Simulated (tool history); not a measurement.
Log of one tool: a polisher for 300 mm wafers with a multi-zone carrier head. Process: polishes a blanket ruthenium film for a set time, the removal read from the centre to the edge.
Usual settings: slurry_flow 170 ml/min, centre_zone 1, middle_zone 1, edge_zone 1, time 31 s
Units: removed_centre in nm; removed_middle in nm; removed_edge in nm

run,hour,slurry_flow,centre_zone,middle_zone,edge_zone,time,"incoming thickness of the incoming film, nm",removed_centre,removed_middle,removed_edge
1,0,170,1,1,1,31,273.9,36.4,37.5,37.8
2,27,170,1,1,1,31,284,36.2,34.9,35.9
# hour 65.5: carrier head's membrane replaced by a new one
3,68.9,170,1,1,1,31,282,34.6,34.8,34.7
4,87.7,170,1,1,1,31,276.4,34.3,34.6,34.7
# hour 106.3: slurry nozzle cleaned
5,120.9,170,1,0.89,0.89,26,282.3,28.5,25.6,27.7
6,135.4,170,1,1,1,31,281.7,33.8,33.8,34.9
7,162,170,1,1,1,31,281.9,33.7,33.9,34.7
# hour 168.9: centre zone pressure recalibrated
8,190.5,170,1,1,1,31,283.7,33.6,34.1,34.1
9,213.8,140,1.07,1,1,24,285.1,27.6,25.8,25.7
# hour 221.9: worn pad replaced by a new one
10,246.6,170,1,1,1,31,276.6,35.6,35.9,36.9
11,269.7,170,1,1,1,31,279.9,36,36,35.4
12,292.3,170,1,1,1,31,276.4,34,34.9,34.8
13,318.1,200,1.11,1,0.97,31,282.2,38.7,34.6,34
# hour 325: edge zone pressure recalibrated
14,342,170,1,1,1.03,31,278.9,33.4,33.9,34.7
15,361.8,170,1,1,0.93,31,278,32.7,33.9,32.9
16,386.6,155,1.1,1,1,31,281.6,36.2,33,33.2
17,399,190,1.1,0.9,1,31,279.2,36,31,33.7
18,429.6,150,1,1,1.12,24,283.3,24.5,25,27
# hour 441.4: worn pad replaced by a new one
19,458.4,170,1,1,1,31,283.6,35.7,35.6,36.4
20,485.1,170,1,0.97,1,31,277.1,34.4,33.8,35.4
# hour 507.9: slurry nozzle cleaned
21,520,170,1,1.08,1.09,31,279.4,33.4,36.5,35.8
22,542.3,170,1,1.11,1,27,277.2,29.3,32.4,29.7
23,565.1,215,1,1.08,0.91,31,278.9,34.2,37.1,33

3 ways to go on from here, each from the tool as it stands after run 23. What would each give?
A,565.5,170,1,1,1,31,280.7,?,?,?
B,565.5,115,1,1,0.89,31,280.7,?,?,?
C,565.5,190,1.03,0.9,0.96,31,280.7,?,?,?

run,removed_centre,removed_middle,removed_edge
A,33.6,33.9,33.8
B,32,32.5,31
C,35,31.4,33.5
Without the tool's hidden state the same runs would have given:
run,removed_centre,removed_middle,removed_edge
A,38,38.3,38.2
B,36.1,36.7,35.1
C,39.6,35.5,37.8

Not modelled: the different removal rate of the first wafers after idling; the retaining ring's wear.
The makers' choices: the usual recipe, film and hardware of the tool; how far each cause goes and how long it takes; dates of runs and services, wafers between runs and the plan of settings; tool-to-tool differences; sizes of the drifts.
